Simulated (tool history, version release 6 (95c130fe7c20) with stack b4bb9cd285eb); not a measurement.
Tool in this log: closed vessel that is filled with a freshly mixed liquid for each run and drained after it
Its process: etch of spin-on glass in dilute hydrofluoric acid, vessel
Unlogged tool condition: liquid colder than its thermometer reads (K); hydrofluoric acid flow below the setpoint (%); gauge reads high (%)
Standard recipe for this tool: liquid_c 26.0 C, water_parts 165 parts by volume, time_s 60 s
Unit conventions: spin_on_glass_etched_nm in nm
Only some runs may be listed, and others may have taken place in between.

run,hour,liquid_c,water_parts,time_s,wafers since the last listed run,hours since the thermometer was replaced,hours since the hydrofluoric acid flow meter was replaced,hours since the gauge calibration,"read-back film thickness of the spin-on glass reference wafer, read on the same gauge (nm)",spin_on_glass_etched_nm
1,0.0,26.0,165,60,0,351.4,306.1,306.3,80.01,13.16
2,34.9,26.0,165,60,3223,386.3,341.0,341.2,80.00,13.07
3,59.5,26.0,165,60,2272,410.9,365.6,365.8,80.00,13.00
4,83.7,26.0,165,60,2235,435.1,389.8,390.0,80.00,12.93
5,119.4,26.0,180,60,3297,470.8,425.5,425.7,80.00,11.58
6,139.0,26.0,180,60,1810,490.4,445.1,445.3,79.99,11.52
# hour 147.8: hydrofluoric acid flow meter replaced
7,154.6,26.0,180,60,1348,506.0,6.8,460.9,80.02,12.20
8,183.0,26.0,100,70,2623,534.4,35.2,489.3,79.98,28.10
# hour 202.3: gauge calibrated
9,213.1,26.0,165,60,2780,564.5,65.3,10.8,79.99,13.34

The next listed run, before its measurement:
10,243.3,28.5,225,60,2789,594.7,95.5,41.0,?,?

{"run 10": {"read-back film thickness of the spin-on glass reference wafer, read on the same gauge (nm)": 79.98, "spin_on_glass_etched_nm": 10.05}}
Without the tool's hidden state the same run would have given spin_on_glass_etched_nm 10.64 nm.
